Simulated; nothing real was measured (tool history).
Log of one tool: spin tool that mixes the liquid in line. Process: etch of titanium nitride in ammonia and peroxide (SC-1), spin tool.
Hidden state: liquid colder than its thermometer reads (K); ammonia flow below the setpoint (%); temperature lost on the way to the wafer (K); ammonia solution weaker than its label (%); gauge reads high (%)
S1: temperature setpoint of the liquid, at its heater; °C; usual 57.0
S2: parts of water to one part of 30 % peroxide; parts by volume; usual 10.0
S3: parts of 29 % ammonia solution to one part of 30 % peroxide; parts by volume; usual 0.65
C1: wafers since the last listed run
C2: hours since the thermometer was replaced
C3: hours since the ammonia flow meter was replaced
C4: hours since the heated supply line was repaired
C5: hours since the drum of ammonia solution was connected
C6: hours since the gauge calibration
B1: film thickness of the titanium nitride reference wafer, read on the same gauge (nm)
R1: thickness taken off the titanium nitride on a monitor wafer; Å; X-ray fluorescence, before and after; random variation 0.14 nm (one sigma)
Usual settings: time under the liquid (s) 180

{"run": 1, "hour": 0.0, "S1": 57.0, "S2": 10.0, "S3": 0.65, "time under the liquid (s)": 180, "C1": 0, "C2": 2358.9, "C3": 85.9, "C4": 83.0, "C5": 126.6, "C6": 582.0, "B1": 100.01, "R1": 234.0}
{"run": 2, "hour": 28.9, "S1": 57.0, "S2": 10.0, "S3": 0.65, "time under the liquid (s)": 180, "C1": 222, "C2": 2387.8, "C3": 114.8, "C4": 111.9, "C5": 155.5, "C6": 610.9, "B1": 100.01, "R1": 234.3}
{"hour": 41.4, "done": "thermometer replaced"}
{"run": 3, "hour": 45.2, "S1": 57.0, "S2": 10.0, "S3": 0.65, "time under the liquid (s)": 215, "C1": 117, "C2": 3.8, "C3": 131.1, "C4": 128.2, "C5": 171.8, "C6": 627.2, "B1": 99.98, "R1": 278.5}
{"run": 4, "hour": 70.7, "S1": 57.0, "S2": 10.0, "S3": 0.65, "time under the liquid (s)": 215, "C1": 195, "C2": 29.3, "C3": 156.6, "C4": 153.7, "C5": 197.3, "C6": 652.7, "B1": 99.97, "R1": 278.8}
{"run": 5, "hour": 95.4, "S1": 57.0, "S2": 10.0, "S3": 0.65, "time under the liquid (s)": 180, "C1": 189, "C2": 54.0, "C3": 181.3, "C4": 178.4, "C5": 222.0, "C6": 677.4, "B1": 100.01, "R1": 232.3}
{"hour": 109.7, "done": "new drum of ammonia solution connected"}
{"run": 6, "hour": 110.2, "S1": 57.0, "S2": 10.0, "S3": 0.65, "time under the liquid (s)": 180, "C1": 106, "C2": 68.8, "C3": 196.1, "C4": 193.2, "C5": 0.5, "C6": 692.2, "B1": 100.02, "R1": 233.3}
{"run": 7, "hour": 123.0, "S1": 66.0, "S2": 10.0, "S3": 0.65, "time under the liquid (s)": 135, "C1": 98, "C2": 81.6, "C3": 208.9, "C4": 206.0, "C5": 13.3, "C6": 705.0, "B1": 100.02, "R1": 313.0}
{"run": 8, "hour": 149.3, "S1": 53.0, "S2": 5.0, "S3": 0.75, "time under the liquid (s)": 180, "C1": 202, "C2": 107.9, "C3": 235.2, "C4": 232.3, "C5": 39.6, "C6": 731.3, "B1": 99.98, "R1": 255.0}
{"hour": 159.6, "done": "gauge calibrated"}
{"run": 9, "hour": 173.0, "S1": 57.0, "S2": 10.0, "S3": 0.5, "time under the liquid (s)": 75, "C1": 182, "C2": 131.6, "C3": 258.9, "C4": 256.0, "C5": 63.3, "C6": 13.4, "B1": 100.02, "R1": 92.0}
{"run": 10, "hour": 192.2, "S1": 51.5, "S2": 10.0, "S3": 0.65, "time under the liquid (s)": 260, "C1": 147, "C2": 150.8, "C3": 278.1, "C4": 275.2, "C5": 82.5, "C6": 32.6, "B1": 99.98, "R1": 228.8}
{"run": 11, "hour": 227.0, "S1": 57.0, "S2": 6.5, "S3": 0.65, "time under the liquid (s)": 230, "C1": 267, "C2": 185.6, "C3": 312.9, "C4": 310.0, "C5": 117.3, "C6": 67.4, "B1": 99.98, "R1": 366.0}
{"run": 12, "hour": 261.6, "S1": 54.0, "S2": 6.0, "S3": 0.65, "time under the liquid (s)": 180, "C1": 265, "C2": 220.2, "C3": 347.5, "C4": 344.6, "C5": 151.9, "C6": 102.0, "B1": 100.02, "R1": 241.1}
{"run": 13, "hour": 291.4, "S1": 57.0, "S2": 10.0, "S3": 0.65, "time under the liquid (s)": 285, "C1": 228, "C2": 250.0, "C3": 377.3, "C4": 374.4, "C5": 181.7, "C6": 131.8, "B1": 100.02, "R1": 359.7}
{"run": 14, "hour": 311.7, "S1": 57.0, "S2": 12.5, "S3": 0.45, "time under the liquid (s)": 180, "C1": 155, "C2": 270.3, "C3": 397.6, "C4": 394.7, "C5": 202.0, "C6": 152.1, "B1": 99.99, "R1": 192.3}

The next listed run, before its measurement:
{"run": 15, "hour": 325.2, "S1": 64.0, "S2": 10.0, "S3": 0.65, "time under the liquid (s)": 235, "C1": 103, "C2": 283.8, "C3": 411.1, "C4": 408.2, "C5": 215.5, "C6": 165.6, "B1": "?", "R1": "?"}

B1: 100.02
R1: 475.0 Å
Without the tool's hidden state the same run would have given R1 484.8 Å.
